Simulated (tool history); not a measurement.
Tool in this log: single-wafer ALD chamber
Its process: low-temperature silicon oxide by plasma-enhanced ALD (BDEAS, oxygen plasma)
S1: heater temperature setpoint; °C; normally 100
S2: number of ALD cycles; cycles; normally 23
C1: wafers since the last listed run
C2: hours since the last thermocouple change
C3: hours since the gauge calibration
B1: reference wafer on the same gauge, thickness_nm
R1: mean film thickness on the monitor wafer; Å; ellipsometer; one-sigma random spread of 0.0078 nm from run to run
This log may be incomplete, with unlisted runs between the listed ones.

Run 1, hour 0: usual settings but S1 89 °C; C1 0; C2 1314.4; C3 267; B1 2.689. Result: R1 31.62 Å.
Run 2, hour 36.4: usual settings but S1 89 °C; C1 497; C2 1350.8; C3 303.4; B1 2.691. Result: R1 31.8 Å.
Run 3, hour 71.3: usual settings but S1 89 °C; C1 476; C2 1385.7; C3 338.3; B1 2.693. Result: R1 31.67 Å.
Run 4, hour 111.4: usual settings; C1 547; C2 1425.8; C3 378.4; B1 2.696. Result: R1 30.77 Å.
Run 5, hour 180.9: usual settings; C1 949; C2 1495.3; C3 447.9; B1 2.701. Result: R1 30.74 Å.
Run 6, hour 234.7: usual settings; C1 734; C2 1549.1; C3 501.7; B1 2.702. Result: R1 30.84 Å.
Run 7, hour 263.6: usual settings; C1 394; C2 1578; C3 530.6; B1 2.703. Result: R1 30.71 Å.
Run 8, hour 325.3: usual settings; C1 842; C2 1639.7; C3 592.3; B1 2.708. Result: R1 30.93 Å.
Run 9, hour 392.3: usual settings but S1 92 °C; C1 914; C2 1706.7; C3 659.3; B1 2.711. Result: R1 31.67 Å.
At hour 433.9: thermocouple changed; heater temperature recalibrated.
Run 10, hour 463.7: usual settings but S1 90 °C, S2 19 cycles; C1 865; C2 29.8; C3 730.7; B1 2.717. Result: R1 26.32 Å.
At hour 488.6: gauge calibrated.
Run 11, hour 496.5: usual settings but S1 90 °C, S2 20 cycles; C1 447; C2 62.6; C3 7.9; B1 2.67. Result: R1 27.22 Å.
Run 12, hour 538.9: usual settings but S1 115 °C, S2 21 cycles; C1 578; C2 105; C3 50.3; B1 2.673. Result: R1 27.22 Å.
Run 13, hour 649.7: usual settings but S1 93 °C, S2 25 cycles; C1 1513; C2 215.8; C3 161.1; B1 2.678. Result: R1 33.85 Å.
Run 14, hour 700.8: usual settings but S2 25 cycles; C1 697; C2 266.9; C3 212.2; B1 2.681. Result: R1 33.14 Å.

Selected run-to-run steps in R1, each split into two signed amounts: the part the tool would show with no hidden state at all (from settings, incoming material and random variation), and the remainder, which goes to the hidden state together with any gauge scatter not common to the measured and the hidden-state-free results:
Hidden state at play: wafer temperature above the value expected at the setpoint (K); gauge reads high (%).
Run 10 -> 11: S2 19 -> 20, gauge calibrated. R1 +0.9 Å: hidden state -0.46, all else +1.36.
Run 12 -> 13: S1 115 -> 93, S2 21 -> 25. R1 +6.63 Å: hidden state +0.1, all else +6.53.
